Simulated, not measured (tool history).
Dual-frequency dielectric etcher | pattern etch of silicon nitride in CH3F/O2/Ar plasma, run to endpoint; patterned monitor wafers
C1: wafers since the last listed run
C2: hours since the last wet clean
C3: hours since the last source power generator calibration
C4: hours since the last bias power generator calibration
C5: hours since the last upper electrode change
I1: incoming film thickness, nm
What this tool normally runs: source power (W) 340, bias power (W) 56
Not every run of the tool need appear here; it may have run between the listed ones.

{"run": 1, "hour": 0.0, "source power (W)": 340, "bias power (W)": 56, "C1": 0, "C2": 220.2, "C3": 3386, "C4": 4011.3, "C5": 5427.2, "I1": 22.05, "endpoint time (s)": 39.2}
{"run": 2, "hour": 33.8, "source power (W)": 340, "bias power (W)": 56, "C1": 253, "C2": 254, "C3": 3419.8, "C4": 4045.1, "C5": 5461, "I1": 22.08, "endpoint time (s)": 39.6}
{"run": 3, "hour": 52.4, "source power (W)": 340, "bias power (W)": 56, "C1": 139, "C2": 272.6, "C3": 3438.4, "C4": 4063.7, "C5": 5479.6, "I1": 21.69, "endpoint time (s)": 38.8}
{"run": 4, "hour": 80.6, "source power (W)": 340, "bias power (W)": 56, "C1": 211, "C2": 300.8, "C3": 3466.6, "C4": 4091.9, "C5": 5507.8, "I1": 21.74, "endpoint time (s)": 38.7}
{"run": 5, "hour": 187.7, "source power (W)": 340, "bias power (W)": 56, "C1": 803, "C2": 407.9, "C3": 3573.7, "C4": 4199, "C5": 5614.9, "I1": 22.01, "endpoint time (s)": 39.5}
{"run": 6, "hour": 215.2, "source power (W)": 340, "bias power (W)": 56, "C1": 206, "C2": 435.4, "C3": 3601.2, "C4": 4226.5, "C5": 5642.4, "I1": 21.92, "endpoint time (s)": 39.3}
{"run": 7, "hour": 246.0, "source power (W)": 340, "bias power (W)": 64, "C1": 231, "C2": 466.2, "C3": 3632, "C4": 4257.3, "C5": 5673.2, "I1": 21.57, "endpoint time (s)": 36.1}
{"run": 8, "hour": 259.0, "source power (W)": 340, "bias power (W)": 56, "C1": 97, "C2": 479.2, "C3": 3645, "C4": 4270.3, "C5": 5686.2, "I1": 22.09, "endpoint time (s)": 39.7}
{"run": 9, "hour": 274.2, "source power (W)": 340, "bias power (W)": 45, "C1": 114, "C2": 494.4, "C3": 3660.2, "C4": 4285.5, "C5": 5701.4, "I1": 21.59, "endpoint time (s)": 43.9}
{"run": 10, "hour": 293.1, "source power (W)": 340, "bias power (W)": 45, "C1": 141, "C2": 513.3, "C3": 3679.1, "C4": 4304.4, "C5": 5720.3, "I1": 21.79, "endpoint time (s)": 44}
{"hour": 298.0, "done": "bias power generator calibrated"}
{"run": 11, "hour": 306.0, "source power (W)": 340, "bias power (W)": 45, "C1": 66, "C2": 526.2, "C3": 3692, "C4": 8, "C5": 5733.2, "I1": 21.46, "endpoint time (s)": 43.4}
{"hour": 346.0, "done": "wet clean of the chamber"}
{"run": 12, "hour": 346.5, "source power (W)": 390, "bias power (W)": 47, "C1": 123, "C2": 0.5, "C3": 3732.5, "C4": 48.5, "C5": 5773.7, "I1": 21.95, "endpoint time (s)": 41.1}
{"run": 13, "hour": 355.8, "source power (W)": 400, "bias power (W)": 63, "C1": 69, "C2": 9.8, "C3": 3741.8, "C4": 57.8, "C5": 5783, "I1": 21.85, "endpoint time (s)": 34.8}
{"run": 14, "hour": 373.8, "source power (W)": 400, "bias power (W)": 63, "C1": 135, "C2": 27.8, "C3": 3759.8, "C4": 75.8, "C5": 5801, "I1": 21.88, "endpoint time (s)": 34.8}
{"run": 15, "hour": 402.2, "source power (W)": 400, "bias power (W)": 63, "C1": 213, "C2": 56.2, "C3": 3788.2, "C4": 104.2, "C5": 5829.4, "I1": 21.87, "endpoint time (s)": 34.9}
{"run": 16, "hour": 425.2, "source power (W)": 370, "bias power (W)": 56, "C1": 172, "C2": 79.2, "C3": 3811.2, "C4": 127.2, "C5": 5852.4, "I1": 21.92, "endpoint time (s)": 38}
{"run": 17, "hour": 455.2, "source power (W)": 340, "bias power (W)": 56, "C1": 225, "C2": 109.2, "C3": 3841.2, "C4": 157.2, "C5": 5882.4, "I1": 21.69, "endpoint time (s)": 38.7}
{"run": 18, "hour": 474.7, "source power (W)": 380, "bias power (W)": 56, "C1": 146, "C2": 128.7, "C3": 3860.7, "C4": 176.7, "C5": 5901.9, "I1": 21.64, "endpoint time (s)": 37.3}
{"run": 19, "hour": 502.9, "source power (W)": 410, "bias power (W)": 67, "C1": 211, "C2": 156.9, "C3": 3888.9, "C4": 204.9, "C5": 5930.1, "I1": 21.96, "endpoint time (s)": 33.9}
{"run": 20, "hour": 537.2, "source power (W)": 340, "bias power (W)": 69, "C1": 257, "C2": 191.2, "C3": 3923.2, "C4": 239.2, "C5": 5964.4, "I1": 21.9, "endpoint time (s)": 35.1}
{"run": 21, "hour": 566.5, "source power (W)": 410, "bias power (W)": 49, "C1": 219, "C2": 220.5, "C3": 3952.5, "C4": 268.5, "C5": 5993.7, "I1": 21.89, "endpoint time (s)": 39.6}
{"hour": 601.6, "done": "upper electrode replaced"}
{"run": 22, "hour": 602.1, "source power (W)": 270, "bias power (W)": 60, "C1": 87, "C2": 256.1, "C3": 3988.1, "C4": 304.1, "C5": 0.5, "I1": 21.91, "endpoint time (s)": 40.3}
{"run": 23, "hour": 603.0, "source power (W)": 290, "bias power (W)": 61, "C1": 6, "C2": 257, "C3": 3989, "C4": 305, "C5": 1.4, "I1": 21.85, "endpoint time (s)": 38.9}
{"run": 24, "hour": 630.6, "source power (W)": 340, "bias power (W)": 56, "C1": 207, "C2": 284.6, "C3": 4016.6, "C4": 332.6, "C5": 29, "I1": 22, "endpoint time (s)": 39.1}
{"run": 25, "hour": 660.1, "source power (W)": 380, "bias power (W)": 48, "C1": 221, "C2": 314.1, "C3": 4046.1, "C4": 362.1, "C5": 58.5, "I1": 22, "endpoint time (s)": 41.3}
{"hour": 682.6, "done": "source power generator calibrated"}
{"run": 26, "hour": 685.2, "source power (W)": 340, "bias power (W)": 56, "C1": 158, "C2": 339.2, "C3": 2.6, "C4": 387.2, "C5": 83.6, "I1": 21.8, "endpoint time (s)": 39.1}
{"run": 27, "hour": 718.8, "source power (W)": 340, "bias power (W)": 44, "C1": 252, "C2": 372.8, "C3": 36.2, "C4": 420.8, "C5": 117.2, "I1": 21.9, "endpoint time (s)": 44.7}
{"run": 28, "hour": 751.6, "source power (W)": 340, "bias power (W)": 56, "C1": 246, "C2": 405.6, "C3": 69, "C4": 453.6, "C5": 150, "I1": 21.93, "endpoint time (s)": 39.2}
{"run": 29, "hour": 767.9, "source power (W)": 270, "bias power (W)": 49, "C1": 122, "C2": 421.9, "C3": 85.3, "C4": 469.9, "C5": 166.3, "I1": 21.69, "endpoint time (s)": 44.4}
{"run": 30, "hour": 780.8, "source power (W)": 400, "bias power (W)": 44, "C1": 96, "C2": 434.8, "C3": 98.2, "C4": 482.8, "C5": 179.2, "I1": 22.04, "endpoint time (s)": 42.7}
{"run": 31, "hour": 822.0, "source power (W)": 340, "bias power (W)": 56, "C1": 309, "C2": 476, "C3": 139.4, "C4": 524, "C5": 220.4, "I1": 21.8, "endpoint time (s)": 39.1}
{"run": 32, "hour": 851.1, "source power (W)": 380, "bias power (W)": 47, "C1": 218, "C2": 505.1, "C3": 168.5, "C4": 553.1, "C5": 249.5, "I1": 21.73, "endpoint time (s)": 41.7}
{"run": 33, "hour": 886.0, "source power (W)": 380, "bias power (W)": 52, "C1": 261, "C2": 540, "C3": 203.4, "C4": 588, "C5": 284.4, "I1": 21.98, "endpoint time (s)": 39.8}

Alternative continuations, all from the tool just after run 33; predict every row:
{"run": "A", "hour": 886.4, "source power (W)": 400, "bias power (W)": 56, "C1": 3, "C2": 540.4, "C3": 203.8, "C4": 588.4, "C5": 284.8, "I1": 21.72, "endpoint time (s)": "?"}
{"run": "B", "hour": 886.4, "source power (W)": 340, "bias power (W)": 49, "C1": 3, "C2": 540.4, "C3": 203.8, "C4": 588.4, "C5": 284.8, "I1": 21.72, "endpoint time (s)": "?"}
{"run": "C", "hour": 886.4, "source power (W)": 420, "bias power (W)": 52, "C1": 3, "C2": 540.4, "C3": 203.8, "C4": 588.4, "C5": 284.8, "I1": 21.72, "endpoint time (s)": "?"}
{"run": "D", "hour": 886.4, "source power (W)": 390, "bias power (W)": 69, "C1": 3, "C2": 540.4, "C3": 203.8, "C4": 588.4, "C5": 284.8, "I1": 21.72, "endpoint time (s)": "?"}

run=A endpoint_time_(s)=37.2
run=B endpoint_time_(s)=41.9
run=C endpoint_time_(s)=38.1
run=D endpoint_time_(s)=33.7
Without the tool's hidden state the same runs would have given:
run=A endpoint_time_(s)=36.8
run=B endpoint_time_(s)=41.5
run=C endpoint_time_(s)=37.7
run=D endpoint_time_(s)=33.4
